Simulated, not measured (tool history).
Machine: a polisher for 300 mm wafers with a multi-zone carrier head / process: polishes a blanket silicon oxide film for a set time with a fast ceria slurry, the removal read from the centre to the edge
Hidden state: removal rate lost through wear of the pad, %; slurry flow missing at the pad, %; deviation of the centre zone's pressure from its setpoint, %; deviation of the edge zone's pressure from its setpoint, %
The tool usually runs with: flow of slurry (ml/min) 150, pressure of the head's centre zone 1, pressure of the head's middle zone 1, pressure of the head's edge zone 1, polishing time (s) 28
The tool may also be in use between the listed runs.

run	hour	flow of slurry (ml/min)	pressure of the head's centre zone	pressure of the head's middle zone	pressure of the head's edge zone	polishing time (s)	wafers since the last listed run	wafers polished on this pad	hours since the slurry nozzle was cleaned	hours since the centre zone pressure was calibrated	hours since the edge zone pressure was calibrated	hours since the carrier head's membrane was replaced	incoming thickness of the incoming film, nm	film removed at the wafer's centre (nm)	film removed at mid-radius (nm)	film removed at the wafer's edge (nm)
1	0	115	1	1.07	1.04	22	0	262	699.8	5.6	183.7	127.6	1513.2	268.2	294.9	300.5
# hour 22.2: slurry nozzle cleaned
2	86.3	150	1	1	1	28	757	1020	64.1	91.9	270	213.9	1525.5	450.5	438.3	433.6
3	124.3	150	1	1	0.88	37	337	1357	102.1	129.9	308	251.9	1524.8	598.8	581	522.8
4	221.9	175	1.07	1	1	28	866	2224	199.7	227.5	405.6	349.5	1531.2	483.9	435.4	426.4
5	293.3	110	0.96	1	1	28	634	2858	271.1	298.9	477	420.9	1527.5	368.9	373.6	379
6	537.9	175	1.06	1	0.92	28	2172	5031	515.7	543.5	721.6	665.5	1512.4	469.7	412.2	395.6
# hour 579.4: worn pad replaced by a new one
7	637.7	150	1	1	1	28	850	517	615.5	643.3	821.4	765.3	1528.5	410.7	390.6	396.9
# hour 694: slurry nozzle cleaned
8	730.2	150	0.96	1	0.94	24	812	1330	36.2	735.8	913.9	857.8	1529.3	407.1	389	364.4
9	820	150	0.89	1.04	1.09	22	797	2128	126	825.6	1003.7	947.6	1528.8	342.1	353.9	345.6
# hour 870.7: centre zone pressure recalibrated
10	913.3	150	1	1	1	28	810	2938	219.3	42.6	1097	1040.9	1545	417.7	426.1	421.9
11	956.3	125	1	1	0.89	36	381	3320	262.3	85.6	1140	1083.9	1556.6	504.4	515.1	488.5
12	1046.4	150	1	1	1.09	28	800	4121	352.4	175.7	1230.1	1174	1548	426.6	416.6	437.2
# hour 1088.4: edge zone pressure recalibrated
13	1100.5	150	1	1	1	28	462	4583	406.5	229.8	12.1	1228.1	1529.9	417.4	402.5	409.9
# hour 1105.6: carrier head's membrane replaced by a new one
14	1180.4	150	1	1	1	28	665	5248	486.4	309.7	92	74.8	1524.4	415.4	408.1	409.9
15	1266.7	150	0.91	0.97	1.03	28	766	6015	572.7	396	178.3	161.1	1543.5	381.7	393.1	416.8
# hour 1279.3: worn pad replaced by a new one
16	1371.5	150	0.93	1	1.09	28	895	818	677.5	500.8	283.1	265.9	1510.3	391.1	398.7	424.2
# hour 1416.5: slurry nozzle cleaned
17	1446.8	150	1	1	1	28	659	1478	30.3	576.1	358.4	341.2	1540.6	474.6	441.9	425.8
18	1541	150	1	0.92	0.95	28	836	2315	124.5	670.3	452.6	435.4	1507.1	462.7	404.2	415.4
19	1608.8	180	1	1	1.07	23	602	2917	192.3	738.1	520.4	503.2	1524.6	391.3	362.9	371.6
20	1697.3	170	0.91	1	1.07	22	785	3703	280.8	826.6	608.9	591.7	1520.5	337.8	338.5	344.3
21	1799.4	150	0.96	1	1	33	906	4610	382.9	928.7	711	693.8	1540.7	482.5	479.7	486.2
# hour 1806.8: centre zone pressure recalibrated
22	1876.6	150	1	1	1	28	667	5277	460.1	69.8	788.2	771	1524.9	397.1	398.9	410

Branching from run 22: 4 alternative next runs. What would each branch give?
A	1877	185	1	1	1	28	3	5281	460.5	70.2	788.6	771.4	1523.5	?	?	?
B	1877	150	0.93	0.92	1	28	3	5281	460.5	70.2	788.6	771.4	1523.5	?	?	?
C	1877	150	1.04	1	1	32	3	5281	460.5	70.2	788.6	771.4	1523.5	?	?	?
D	1877	150	1	0.89	0.89	19	3	5281	460.5	70.2	788.6	771.4	1523.5	?	?	?

run	film removed at the wafer's centre (nm)	film removed at mid-radius (nm)	film removed at the wafer's edge (nm)
A	423	435.1	425.5
B	365.7	382.1	408.4
C	467.9	467.1	466.2
D	266.9	252.4	262.5
The same runs, with their run-to-run variation unchanged, on a tool lacking any hidden condition would have given:
run	film removed at the wafer's centre (nm)	film removed at mid-radius (nm)	film removed at the wafer's edge (nm)
A	458	479.5	456
B	407.2	431	443.8
C	521.2	527	506.6
D	297.2	284.7	285.2
